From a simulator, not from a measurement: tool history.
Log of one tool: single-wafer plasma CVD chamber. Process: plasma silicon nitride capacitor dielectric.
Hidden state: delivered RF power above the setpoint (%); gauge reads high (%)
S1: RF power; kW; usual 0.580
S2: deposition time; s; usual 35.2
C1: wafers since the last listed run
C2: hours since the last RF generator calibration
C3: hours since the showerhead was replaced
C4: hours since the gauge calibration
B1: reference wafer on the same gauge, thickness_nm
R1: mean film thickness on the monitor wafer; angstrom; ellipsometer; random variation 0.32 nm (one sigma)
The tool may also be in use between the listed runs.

run 1 hour=0.0 | S1=0.580 S2=35.2 | C1=0 C2=1676.6 C3=4272.8 C4=500.0 | B1=54.183 | R1=560.33
run 2 hour=17.2 | S1=0.580 S2=35.2 | C1=311 C2=1693.8 C3=4290.0 C4=517.2 | B1=54.125 | R1=561.83
run 3 hour=42.3 | S1=0.580 S2=35.2 | C1=454 C2=1718.9 C3=4315.1 C4=542.3 | B1=54.099 | R1=562.36
run 4 hour=69.5 | S1=0.580 S2=35.2 | C1=492 C2=1746.1 C3=4342.3 C4=569.5 | B1=54.066 | R1=559.01
run 5 hour=95.8 | S1=0.580 S2=35.2 | C1=476 C2=1772.4 C3=4368.6 C4=595.8 | B1=54.078 | R1=554.38
run 6 hour=127.6 | S1=0.580 S2=35.2 | C1=575 C2=1804.2 C3=4400.4 C4=627.6 | B1=53.986 | R1=551.87
run 7 hour=144.8 | S1=0.580 S2=36.7 | C1=311 C2=1821.4 C3=4417.6 C4=644.8 | B1=53.957 | R1=576.20
run 8 hour=175.2 | S1=0.580 S2=36.7 | C1=550 C2=1851.8 C3=4448.0 C4=675.2 | B1=53.872 | R1=578.20
run 9 hour=200.9 | S1=0.580 S2=30.0 | C1=465 C2=1877.5 C3=4473.7 C4=700.9 | B1=53.794 | R1=471.47
run 10 hour=221.4 | S1=0.580 S2=35.2 | C1=371 C2=1898.0 C3=4494.2 C4=721.4 | B1=53.712 | R1=556.09
run 11 hour=234.3 | S1=0.580 S2=35.2 | C1=233 C2=1910.9 C3=4507.1 C4=734.3 | B1=53.761 | R1=549.97
run 12 hour=253.9 | S1=0.580 S2=35.2 | C1=354 C2=1930.5 C3=4526.7 C4=753.9 | B1=53.596 | R1=543.95
run 13 hour=269.4 | S1=0.530 S2=35.2 | C1=280 C2=1946.0 C3=4542.2 C4=769.4 | B1=53.634 | R1=544.51
run 14 hour=304.4 | S1=0.530 S2=35.2 | C1=633 C2=1981.0 C3=4577.2 C4=804.4 | B1=53.643 | R1=534.60
run 15 hour=320.7 | S1=0.610 S2=35.2 | C1=295 C2=1997.3 C3=4593.5 C4=820.7 | B1=53.450 | R1=563.84
-- hour=331.6 gauge calibrated
run 16 hour=350.7 | S1=0.610 S2=35.2 | C1=543 C2=2027.3 C3=4623.5 C4=19.1 | B1=54.864 | R1=565.84
run 17 hour=366.8 | S1=0.610 S2=35.2 | C1=291 C2=2043.4 C3=4639.6 C4=35.2 | B1=54.730 | R1=568.67
-- hour=388.5 showerhead replaced
run 18 hour=397.9 | S1=0.580 S2=35.2 | C1=418 C2=2074.5 C3=9.4 C4=66.3 | B1=54.800 | R1=560.12
run 19 hour=419.3 | S1=0.580 S2=35.2 | C1=387 C2=2095.9 C3=30.8 C4=87.7 | B1=54.642 | R1=559.63
run 20 hour=433.2 | S1=0.580 S2=35.2 | C1=251 C2=2109.8 C3=44.7 C4=101.6 | B1=54.615 | R1=566.37
run 21 hour=458.9 | S1=0.580 S2=35.2 | C1=465 C2=2135.5 C3=70.4 C4=127.3 | B1=54.602 | R1=558.47
run 22 hour=485.1 | S1=0.580 S2=35.2 | C1=474 C2=2161.7 C3=96.6 C4=153.5 | B1=54.541 | R1=560.21
run 23 hour=516.6 | S1=0.630 S2=35.2 | C1=570 C2=2193.2 C3=128.1 C4=185.0 | B1=54.367 | R1=567.52
-- hour=530.4 RF generator calibrated
run 24 hour=532.1 | S1=0.580 S2=35.2 | C1=135 C2=1.7 C3=143.6 C4=200.5 | B1=54.315 | R1=555.50
run 25 hour=554.4 | S1=0.530 S2=41.0 | C1=403 C2=24.0 C3=165.9 C4=222.8 | B1=54.302 | R1=641.68
run 26 hour=582.4 | S1=0.580 S2=36.7 | C1=506 C2=52.0 C3=193.9 C4=250.8 | B1=54.373 | R1=580.29
run 27 hour=614.7 | S1=0.620 S2=38.4 | C1=584 C2=84.3 C3=226.2 C4=283.1 | B1=54.266 | R1=612.26
run 28 hour=633.7 | S1=0.535 S2=38.1 | C1=344 C2=103.3 C3=245.2 C4=302.1 | B1=54.201 | R1=592.13
run 29 hour=654.8 | S1=0.580 S2=35.2 | C1=382 C2=124.4 C3=266.3 C4=323.2 | B1=54.121 | R1=557.03
run 30 hour=667.0 | S1=0.530 S2=42.2 | C1=220 C2=136.6 C3=278.5 C4=335.4 | B1=54.115 | R1=655.00
run 31 hour=700.1 | S1=0.580 S2=35.2 | C1=599 C2=169.7 C3=311.6 C4=368.5 | B1=54.079 | R1=553.38
run 32 hour=720.7 | S1=0.620 S2=35.2 | C1=372 C2=190.3 C3=332.2 C4=389.1 | B1=54.070 | R1=566.37
run 33 hour=733.5 | S1=0.620 S2=40.0 | C1=231 C2=203.1 C3=345.0 C4=401.9 | B1=53.879 | R1=636.55
run 34 hour=756.0 | S1=0.515 S2=35.2 | C1=407 C2=225.6 C3=367.5 C4=424.4 | B1=53.980 | R1=534.26
run 35 hour=782.9 | S1=0.580 S2=35.2 | C1=487 C2=252.5 C3=394.4 C4=451.3 | B1=53.952 | R1=552.57
run 36 hour=813.2 | S1=0.645 S2=35.2 | C1=548 C2=282.8 C3=424.7 C4=481.6 | B1=53.874 | R1=572.01
run 37 hour=832.8 | S1=0.580 S2=35.2 | C1=354 C2=302.4 C3=444.3 C4=501.2 | B1=53.822 | R1=551.91
run 38 hour=853.5 | S1=0.580 S2=35.2 | C1=374 C2=323.1 C3=465.0 C4=521.9 | B1=53.707 | R1=548.70
run 39 hour=866.4 | S1=0.680 S2=40.2 | C1=233 C2=336.0 C3=477.9 C4=534.8 | B1=53.733 | R1=653.95
run 40 hour=898.8 | S1=0.630 S2=28.6 | C1=586 C2=368.4 C3=510.3 C4=567.2 | B1=53.625 | R1=459.53
run 41 hour=921.0 | S1=0.670 S2=37.8 | C1=401 C2=390.6 C3=532.5 C4=589.4 | B1=53.555 | R1=607.79
run 42 hour=952.8 | S1=0.580 S2=33.1 | C1=575 C2=422.4 C3=564.3 C4=621.2 | B1=53.467 | R1=518.88
run 43 hour=983.1 | S1=0.520 S2=38.2 | C1=548 C2=452.7 C3=594.6 C4=651.5 | B1=53.420 | R1=579.05
run 44 hour=1002.8 | S1=0.580 S2=30.7 | C1=356 C2=472.4 C3=614.3 C4=671.2 | B1=53.353 | R1=480.81

Hidden state at the last listed run before each entry between runs and at the first one after, where it differs:
Between runs 15 and 16: gauge calibrated (hour 331.6)
  gauge reads high (%): -2.87 -> -0.538
  measured less the result without the state, R1: -16.68 -> -3.06 angstrom
Between runs 17 and 18: showerhead replaced (hour 388.5)
  gauge reads high (%): -0.602 -> -0.727
  measured less the result without the state, R1: -3.45 -> -4.11 angstrom
Between runs 23 and 24: RF generator calibrated (hour 530.4)
  gauge reads high (%): -1.2 -> -1.26
  measured less the result without the state, R1: -6.90 -> -7.11 angstrom
